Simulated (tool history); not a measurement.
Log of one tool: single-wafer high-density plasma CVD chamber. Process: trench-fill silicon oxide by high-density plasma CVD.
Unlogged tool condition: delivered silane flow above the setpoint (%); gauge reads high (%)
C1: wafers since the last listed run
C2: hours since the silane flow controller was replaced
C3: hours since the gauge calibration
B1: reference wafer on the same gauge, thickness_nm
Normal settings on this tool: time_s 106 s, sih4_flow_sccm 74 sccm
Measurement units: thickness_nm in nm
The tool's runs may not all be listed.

{"run": 1, "hour": 0.0, "time_s": 106, "sih4_flow_sccm": 74, "C1": 0, "C2": 2448.4, "C3": 893.9, "B1": 655.215, "thickness_nm": 768.906}
{"run": 2, "hour": 67.5, "time_s": 106, "sih4_flow_sccm": 74, "C1": 1003, "C2": 2515.9, "C3": 961.4, "B1": 655.588, "thickness_nm": 766.781}
{"run": 3, "hour": 183.3, "time_s": 106, "sih4_flow_sccm": 74, "C1": 1721, "C2": 2631.7, "C3": 1077.2, "B1": 655.434, "thickness_nm": 772.118}
{"run": 4, "hour": 254.0, "time_s": 106, "sih4_flow_sccm": 74, "C1": 1051, "C2": 2702.4, "C3": 1147.9, "B1": 654.668, "thickness_nm": 772.845}
{"run": 5, "hour": 298.4, "time_s": 106, "sih4_flow_sccm": 74, "C1": 660, "C2": 2746.8, "C3": 1192.3, "B1": 653.835, "thickness_nm": 771.126}
{"run": 6, "hour": 355.2, "time_s": 106, "sih4_flow_sccm": 74, "C1": 844, "C2": 2803.6, "C3": 1249.1, "B1": 655.886, "thickness_nm": 770.722}
{"run": 7, "hour": 423.2, "time_s": 106, "sih4_flow_sccm": 74, "C1": 1010, "C2": 2871.6, "C3": 1317.1, "B1": 654.674, "thickness_nm": 775.231}
{"run": 8, "hour": 453.0, "time_s": 106, "sih4_flow_sccm": 74, "C1": 443, "C2": 2901.4, "C3": 1346.9, "B1": 654.241, "thickness_nm": 772.888}
{"run": 9, "hour": 511.4, "time_s": 106, "sih4_flow_sccm": 74, "C1": 868, "C2": 2959.8, "C3": 1405.3, "B1": 655.31, "thickness_nm": 770.578}
{"run": 10, "hour": 565.9, "time_s": 106, "sih4_flow_sccm": 74, "C1": 810, "C2": 3014.3, "C3": 1459.8, "B1": 654.871, "thickness_nm": 774.739}
{"run": 11, "hour": 616.8, "time_s": 106, "sih4_flow_sccm": 74, "C1": 756, "C2": 3065.2, "C3": 1510.7, "B1": 655.16, "thickness_nm": 774.247}
{"run": 12, "hour": 683.6, "time_s": 95, "sih4_flow_sccm": 74, "C1": 993, "C2": 3132.0, "C3": 1577.5, "B1": 654.64, "thickness_nm": 694.51}
{"run": 13, "hour": 754.3, "time_s": 95, "sih4_flow_sccm": 74, "C1": 1051, "C2": 3202.7, "C3": 1648.2, "B1": 654.64, "thickness_nm": 695.903}
{"run": 14, "hour": 818.3, "time_s": 95, "sih4_flow_sccm": 74, "C1": 951, "C2": 3266.7, "C3": 1712.2, "B1": 654.855, "thickness_nm": 695.597}
{"hour": 855.9, "done": "silane flow controller replaced"}
{"run": 15, "hour": 878.0, "time_s": 106, "sih4_flow_sccm": 74, "C1": 768, "C2": 22.1, "C3": 1771.9, "B1": 655.286, "thickness_nm": 749.178}
{"run": 16, "hour": 929.9, "time_s": 116, "sih4_flow_sccm": 74, "C1": 771, "C2": 74.0, "C3": 1823.8, "B1": 655.194, "thickness_nm": 819.481}
{"run": 17, "hour": 974.4, "time_s": 106, "sih4_flow_sccm": 81, "C1": 661, "C2": 118.5, "C3": 1868.3, "B1": 654.656, "thickness_nm": 799.883}
{"run": 18, "hour": 1021.6, "time_s": 106, "sih4_flow_sccm": 81, "C1": 701, "C2": 165.7, "C3": 1915.5, "B1": 655.915, "thickness_nm": 802.098}
{"run": 19, "hour": 1061.0, "time_s": 106, "sih4_flow_sccm": 74, "C1": 585, "C2": 205.1, "C3": 1954.9, "B1": 655.426, "thickness_nm": 751.545}
{"hour": 1096.9, "done": "gauge calibrated"}
{"run": 20, "hour": 1106.3, "time_s": 106, "sih4_flow_sccm": 74, "C1": 673, "C2": 250.4, "C3": 9.4, "B1": 654.827, "thickness_nm": 749.022}
{"run": 21, "hour": 1136.9, "time_s": 87, "sih4_flow_sccm": 69, "C1": 454, "C2": 281.0, "C3": 40.0, "B1": 655.106, "thickness_nm": 580.705}
{"run": 22, "hour": 1190.5, "time_s": 98, "sih4_flow_sccm": 60, "C1": 796, "C2": 334.6, "C3": 93.6, "B1": 654.791, "thickness_nm": 596.375}
{"run": 23, "hour": 1238.6, "time_s": 106, "sih4_flow_sccm": 74, "C1": 715, "C2": 382.7, "C3": 141.7, "B1": 655.575, "thickness_nm": 752.138}
{"run": 24, "hour": 1282.2, "time_s": 106, "sih4_flow_sccm": 74, "C1": 648, "C2": 426.3, "C3": 185.3, "B1": 654.741, "thickness_nm": 752.026}
{"run": 25, "hour": 1336.1, "time_s": 85, "sih4_flow_sccm": 74, "C1": 801, "C2": 480.2, "C3": 239.2, "B1": 654.035, "thickness_nm": 605.363}
{"run": 26, "hour": 1367.7, "time_s": 93, "sih4_flow_sccm": 86, "C1": 469, "C2": 511.8, "C3": 270.8, "B1": 654.745, "thickness_nm": 734.144}
{"run": 27, "hour": 1426.8, "time_s": 106, "sih4_flow_sccm": 74, "C1": 878, "C2": 570.9, "C3": 329.9, "B1": 654.6, "thickness_nm": 746.395}
{"run": 28, "hour": 1477.0, "time_s": 106, "sih4_flow_sccm": 88, "C1": 746, "C2": 621.1, "C3": 380.1, "B1": 655.302, "thickness_nm": 854.889}
{"run": 29, "hour": 1517.2, "time_s": 106, "sih4_flow_sccm": 74, "C1": 597, "C2": 661.3, "C3": 420.3, "B1": 653.959, "thickness_nm": 756.945}
{"run": 30, "hour": 1555.2, "time_s": 89, "sih4_flow_sccm": 82, "C1": 564, "C2": 699.3, "C3": 458.3, "B1": 655.004, "thickness_nm": 679.936}
{"run": 31, "hour": 1583.9, "time_s": 106, "sih4_flow_sccm": 74, "C1": 426, "C2": 728.0, "C3": 487.0, "B1": 654.611, "thickness_nm": 752.762}
{"run": 32, "hour": 1629.9, "time_s": 92, "sih4_flow_sccm": 62, "C1": 683, "C2": 774.0, "C3": 533.0, "B1": 655.69, "thickness_nm": 574.426}
{"run": 33, "hour": 1660.6, "time_s": 92, "sih4_flow_sccm": 88, "C1": 456, "C2": 804.7, "C3": 563.7, "B1": 655.176, "thickness_nm": 739.467}
{"run": 34, "hour": 1721.1, "time_s": 121, "sih4_flow_sccm": 67, "C1": 899, "C2": 865.2, "C3": 624.2, "B1": 654.883, "thickness_nm": 800.757}
{"run": 35, "hour": 1778.2, "time_s": 86, "sih4_flow_sccm": 62, "C1": 848, "C2": 922.3, "C3": 681.3, "B1": 654.682, "thickness_nm": 539.124}
{"run": 36, "hour": 1826.6, "time_s": 90, "sih4_flow_sccm": 63, "C1": 719, "C2": 970.7, "C3": 729.7, "B1": 654.357, "thickness_nm": 568.015}
{"run": 37, "hour": 1883.1, "time_s": 106, "sih4_flow_sccm": 87, "C1": 839, "C2": 1027.2, "C3": 786.2, "B1": 654.716, "thickness_nm": 846.406}
{"run": 38, "hour": 1945.6, "time_s": 106, "sih4_flow_sccm": 80, "C1": 929, "C2": 1089.7, "C3": 848.7, "B1": 655.064, "thickness_nm": 805.281}
{"run": 39, "hour": 1996.1, "time_s": 98, "sih4_flow_sccm": 60, "C1": 750, "C2": 1140.2, "C3": 899.2, "B1": 655.571, "thickness_nm": 600.768}
{"run": 40, "hour": 2041.6, "time_s": 106, "sih4_flow_sccm": 74, "C1": 676, "C2": 1185.7, "C3": 944.7, "B1": 655.268, "thickness_nm": 754.745}
{"run": 41, "hour": 2078.0, "time_s": 85, "sih4_flow_sccm": 81, "C1": 541, "C2": 1222.1, "C3": 981.1, "B1": 654.982, "thickness_nm": 646.38}

Run by run, hidden condition taken away, random variation retained:
run=1 thickness_nm=755.264
run=2 thickness_nm=752.404
run=3 thickness_nm=756.263
run=4 thickness_nm=756.103
run=5 thickness_nm=753.865
run=6 thickness_nm=752.747
run=7 thickness_nm=756.262
run=8 thickness_nm=753.582
run=9 thickness_nm=750.548
run=10 thickness_nm=753.856
run=11 thickness_nm=752.671
run=12 thickness_nm=674.310
run=13 thickness_nm=674.747
run=14 thickness_nm=673.607
run=15 thickness_nm=751.057
run=16 thickness_nm=821.524
run=17 thickness_nm=801.855
run=18 thickness_nm=804.042
run=19 thickness_nm=753.332
run=20 thickness_nm=750.755
run=21 thickness_nm=582.019
run=22 thickness_nm=597.663
run=23 thickness_nm=753.681
run=24 thickness_nm=753.486
run=25 thickness_nm=606.446
run=26 thickness_nm=735.384
run=27 thickness_nm=747.507
run=28 thickness_nm=856.003
run=29 thickness_nm=757.809
run=30 thickness_nm=680.603
run=31 thickness_nm=753.404
run=32 thickness_nm=574.791
run=33 thickness_nm=739.825
run=34 thickness_nm=800.893
run=35 thickness_nm=539.044
run=36 thickness_nm=567.768
run=37 thickness_nm=845.742
run=38 thickness_nm=804.317
run=39 thickness_nm=599.838
run=40 thickness_nm=753.329
run=41 thickness_nm=644.992
